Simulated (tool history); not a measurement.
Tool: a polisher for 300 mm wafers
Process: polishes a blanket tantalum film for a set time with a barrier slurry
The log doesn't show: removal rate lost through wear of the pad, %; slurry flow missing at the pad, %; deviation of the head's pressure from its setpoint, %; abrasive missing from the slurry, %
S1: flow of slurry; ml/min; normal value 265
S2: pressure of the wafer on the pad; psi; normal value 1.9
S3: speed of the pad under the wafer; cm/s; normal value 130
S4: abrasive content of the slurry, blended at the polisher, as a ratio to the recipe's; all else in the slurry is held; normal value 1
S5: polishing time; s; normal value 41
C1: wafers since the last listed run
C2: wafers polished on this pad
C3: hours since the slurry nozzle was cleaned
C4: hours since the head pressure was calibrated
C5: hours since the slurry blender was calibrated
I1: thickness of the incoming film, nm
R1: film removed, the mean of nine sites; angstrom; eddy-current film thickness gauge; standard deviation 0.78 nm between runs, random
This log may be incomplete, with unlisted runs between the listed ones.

Run 1, hour 0: usual settings; C1 0; C2 759; C3 326.3; C4 109.1; C5 120.4; I1 242.2. Result: R1 735 angstrom.
Run 2, hour 21.1: usual settings but S2 1.5 psi; C1 276; C2 1035; C3 347.4; C4 130.2; C5 141.5; I1 242.9. Result: R1 629 angstrom.
Run 3, hour 49.8: usual settings but S2 1.5 psi; C1 375; C2 1411; C3 376.1; C4 158.9; C5 170.2; I1 242.8. Result: R1 640 angstrom.
Run 4, hour 66: usual settings; C1 212; C2 1623; C3 392.3; C4 175.1; C5 186.4; I1 244.1. Result: R1 712 angstrom.
Run 5, hour 92.3: usual settings but S1 235 ml/min, S3 166 cm/s, S4 0.7; C1 344; C2 1967; C3 418.6; C4 201.4; C5 212.7; I1 243. Result: R1 690 angstrom.
Run 6, hour 121.8: usual settings but S5 31 s; C1 386; C2 2353; C3 448.1; C4 230.9; C5 242.2; I1 238.8. Result: R1 549 angstrom.
At hour 141.3: slurry blender recalibrated.
Run 7, hour 141.9: usual settings; C1 236; C2 2590; C3 468.2; C4 251; C5 0.6; I1 234.9. Result: R1 730 angstrom.
Run 8, hour 176: usual settings but S1 190 ml/min, S2 1.4 psi, S5 51 s; C1 446; C2 3036; C3 502.3; C4 285.1; C5 34.7; I1 240.5. Result: R1 733 angstrom.
Run 9, hour 189.9: usual settings but S2 1.2 psi, S3 152 cm/s, S4 1.15, S5 37 s; C1 181; C2 3218; C3 516.2; C4 299; C5 48.6; I1 242.7. Result: R1 588 angstrom.
At hour 204.7: worn pad replaced by a new one.
Run 10, hour 214.5: usual settings but S2 2.4 psi; C1 269; C2 127; C3 540.8; C4 323.6; C5 73.2; I1 239. Result: R1 857 angstrom.
Run 11, hour 243.2: usual settings but S1 205 ml/min, S2 1.4 psi, S3 92 cm/s; C1 375; C2 503; C3 569.5; C4 352.3; C5 101.9; I1 238.3. Result: R1 483 angstrom.
Run 12, hour 262: usual settings; C1 246; C2 749; C3 588.3; C4 371.1; C5 120.7; I1 240.9. Result: R1 723 angstrom.
Run 13, hour 285.1: usual settings but S2 1.5 psi, S3 88 cm/s, S5 52 s; C1 302; C2 1051; C3 611.4; C4 394.2; C5 143.8; I1 237.9. Result: R1 640 angstrom.
Run 14, hour 306.5: usual settings but S1 340 ml/min, S2 2.3 psi, S3 164 cm/s, S4 0.9; C1 280; C2 1331; C3 632.8; C4 415.6; C5 165.2; I1 238.1. Result: R1 936 angstrom.
Run 15, hour 318.8: usual settings but S1 240 ml/min, S2 1.5 psi; C1 160; C2 1492; C3 645.1; C4 427.9; C5 177.5; I1 240. Result: R1 632 angstrom.
At hour 324.8: slurry nozzle cleaned.
At hour 339.2: head pressure recalibrated.
Run 16, hour 348.7: usual settings but S2 2.1 psi, S3 142 cm/s, S4 1.25, S5 31 s; C1 352; C2 1844; C3 23.9; C4 9.5; C5 207.4; I1 238.8. Result: R1 670 angstrom.
Run 17, hour 380.8: usual settings; C1 420; C2 2264; C3 56; C4 41.6; C5 239.5; I1 235.7. Result: R1 710 angstrom.
At hour 391.6: slurry blender recalibrated.
Run 18, hour 412.9: usual settings; C1 393; C2 2658; C3 88.1; C4 73.7; C5 21.3; I1 243. Result: R1 724 angstrom.
Run 19, hour 428.2: usual settings but S5 53 s; C1 200; C2 2858; C3 103.4; C4 89; C5 36.6; I1 240.6. Result: R1 939 angstrom.
At hour 434.4: worn pad replaced by a new one.
Run 20, hour 512: usual settings but S3 108 cm/s; C1 1044; C2 1015; C3 187.2; C4 172.8; C5 120.4; I1 240.7. Result: R1 655 angstrom.
Run 21, hour 525.1: usual settings but S2 2.3 psi, S3 108 cm/s; C1 171; C2 1187; C3 200.3; C4 185.9; C5 133.5; I1 239.7. Result: R1 732 angstrom.
Run 22, hour 560.9: usual settings; C1 468; C2 1655; C3 236.1; C4 221.7; C5 169.3; I1 239.3. Result: R1 716 angstrom.
Run 23, hour 578.6: usual settings but S1 220 ml/min, S3 160 cm/s, S4 0.85; C1 231; C2 1887; C3 253.8; C4 239.4; C5 187; I1 239.1. Result: R1 752 angstrom.
Run 24, hour 611.6: usual settings; C1 431; C2 2319; C3 286.8; C4 272.4; C5 220; I1 240.7. Result: R1 707 angstrom.
Run 25, hour 631.4: usual settings but S2 2.1 psi, S3 172 cm/s; C1 259; C2 2578; C3 306.6; C4 292.2; C5 239.8; I1 244.8. Result: R1 927 angstrom.
At hour 653.1: worn pad replaced by a new one.
At hour 658.9: slurry blender recalibrated.
Run 26, hour 660.3: usual settings; C1 299; C2 68; C3 335.5; C4 321.1; C5 1.4; I1 243.5. Result: R1 719 angstrom.
Run 27, hour 676.7: usual settings but S1 230 ml/min, S3 158 cm/s, S5 31 s; C1 214; C2 282; C3 351.9; C4 337.5; C5 17.8; I1 243.1. Result: R1 613 angstrom.
Run 28, hour 701.1: usual settings; C1 319; C2 602; C3 376.3; C4 361.9; C5 42.2; I1 240.9. Result: R1 722 angstrom.
Run 29, hour 726.3: usual settings but S3 170 cm/s, S4 1.3, S5 55 s; C1 329; C2 931; C3 401.5; C4 387.1; C5 67.4; I1 242.1. Result: R1 1275 angstrom.

What was the tool's hidden state at every run in the log?
removal rate lost through wear of the pad, %: 0 at every run
slurry flow missing at the pad, %: 0 at every run
deviation of the head's pressure from its setpoint, %: 0 at every run
abrasive missing from the slurry, %: 0 at every run
